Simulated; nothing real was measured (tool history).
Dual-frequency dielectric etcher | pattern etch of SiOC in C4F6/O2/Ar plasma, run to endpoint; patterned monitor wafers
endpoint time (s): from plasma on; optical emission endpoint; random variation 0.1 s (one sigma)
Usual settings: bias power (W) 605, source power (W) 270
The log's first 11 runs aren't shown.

run	hour	bias power (W)	source power (W)	incoming incoming film thickness, nm	endpoint time (s)
12	306.3	605	270	38.8	13.4
13	320.8	605	270	38.75	13.4
# hour 330.8: source power generator calibrated
14	348.8	556	310	38.59	13.2
# hour 393.1: wet clean of the chamber
15	393.6	556	310	38.73	14
16	409.7	556	310	38.46	13.8
17	438.7	478	200	38.6	16.1
18	470.3	473	240	38.34	15.5
19	488.7	659	320	38.7	12.8
20	513.3	462	340	38.4	14.5
# hour 588: bias power generator calibrated
21	612.4	697	300	38.57	12.5
22	631.3	605	270	38.6	13.5
23	650.5	486	320	38.08	14
24	683.3	605	270	38.68	13.6
25	704.6	486	320	38.33	13.9
26	740	469	270	38.63	14.6
# hour 764.9: wet clean of the chamber
27	795.4	704	290	38.48	12.6
28	830.6	723	240	38.38	13
29	843.1	605	270	38.83	13.8
30	876.2	726	310	38.71	12.2
31	904.4	647	250	38.61	13.2
32	921.6	547	340	38.12	13.1
33	934.7	605	270	38.51	13.5
34	956.6	605	270	38.24	13.3
35	977.3	605	270	38.33	13.4
36	1010.4	605	270	38.57	13.5

Forecast each of these 3 alternatives for the next run:
A	1010.8	515	270	38.38	?
B	1010.8	605	290	38.38	?
C	1010.8	541	200	38.38	?

run	endpoint time (s)
A	14.1
B	13
C	14.8
Without the tool's hidden state the same runs would have given:
run	endpoint time (s)
A	14.6
B	13.5
C	15.3

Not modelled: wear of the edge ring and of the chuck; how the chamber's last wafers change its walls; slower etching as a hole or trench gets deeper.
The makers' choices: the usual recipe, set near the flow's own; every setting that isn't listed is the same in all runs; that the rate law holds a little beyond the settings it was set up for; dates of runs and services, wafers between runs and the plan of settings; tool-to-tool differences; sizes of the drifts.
